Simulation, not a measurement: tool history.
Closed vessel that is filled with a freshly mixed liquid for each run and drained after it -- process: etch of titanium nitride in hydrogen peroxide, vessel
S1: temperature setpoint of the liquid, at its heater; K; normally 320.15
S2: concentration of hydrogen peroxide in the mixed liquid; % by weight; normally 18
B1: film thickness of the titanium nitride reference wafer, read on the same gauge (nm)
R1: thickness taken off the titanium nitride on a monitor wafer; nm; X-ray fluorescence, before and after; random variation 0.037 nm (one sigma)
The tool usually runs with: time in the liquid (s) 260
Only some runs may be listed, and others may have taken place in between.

Run 1, hour 0: usual settings; B1 140.01. Result: R1 10.98 nm.
Run 2, hour 103: usual settings; B1 140. Result: R1 11.01 nm.
Run 3, hour 179.7: usual settings; B1 139.99. Result: R1 11.06 nm.
Run 4, hour 248.2: usual settings; B1 140.01. Result: R1 11.03 nm.
Run 5, hour 336.8: usual settings but S2 16.5 % by weight; B1 139.98. Result: R1 10.87 nm.
Run 6, hour 374.3: usual settings but S2 16.5 % by weight; B1 139.98. Result: R1 10.8 nm.
At hour 455.2: thermometer replaced.
Run 7, hour 461.8: usual settings but S2 16.5 % by weight; B1 140.01. Result: R1 10.78 nm.
Run 8, hour 501.6: usual settings but time in the liquid (s) 340; B1 140. Result: R1 14.5 nm.
Run 9, hour 573: usual settings but time in the liquid (s) 415; B1 140.01. Result: R1 17.68 nm.
At hour 619.8: gauge calibrated.
Run 10, hour 670.5: usual settings but S1 317.15 K; B1 140. Result: R1 8.87 nm.
At hour 737: new drum of peroxide connected.
Run 11, hour 738.5: usual settings but S2 13.5 % by weight, time in the liquid (s) 135; B1 139.97. Result: R1 5.47 nm.
At hour 786.9: peroxide flow meter replaced.
Run 12, hour 799.4: usual settings but S1 324.65 K, S2 16 % by weight, time in the liquid (s) 165; B1 139.99. Result: R1 9.47 nm.
Run 13, hour 883.8: usual settings but S1 314.65 K, S2 23 % by weight; B1 139.98. Result: R1 7.69 nm.
Run 14, hour 976.7: usual settings; B1 140.01. Result: R1 11 nm.
Run 15, hour 1055.7: usual settings but S1 317.15 K; B1 140. Result: R1 8.81 nm.
Run 16, hour 1107.1: usual settings but S1 322.65 K, S2 15 % by weight, time in the liquid (s) 220; B1 140.01. Result: R1 10.78 nm.

Consider 3 possible next runs. They are alternatives, not a sequence: every one starts from the tool as it was left by run 16. What does each give?
Run A, hour 1107.8: usual settings but time in the liquid (s) 130; B1 ?. Result: R1 ?.
Run B, hour 1107.8: usual settings but S1 313.15 K; B1 ?. Result: R1 ?.
Run C, hour 1107.8: usual settings but S1 328.65 K, S2 13.5 % by weight; B1 ?. Result: R1 ?.

run   B1     R1
  A  140   5.51
  B  140   6.51
  C  140  19.09
With the hidden condition removed and each run's random variation left untouched, the same runs would have given:
run     R1
  A    5.5
  B    6.5
  C  19.04

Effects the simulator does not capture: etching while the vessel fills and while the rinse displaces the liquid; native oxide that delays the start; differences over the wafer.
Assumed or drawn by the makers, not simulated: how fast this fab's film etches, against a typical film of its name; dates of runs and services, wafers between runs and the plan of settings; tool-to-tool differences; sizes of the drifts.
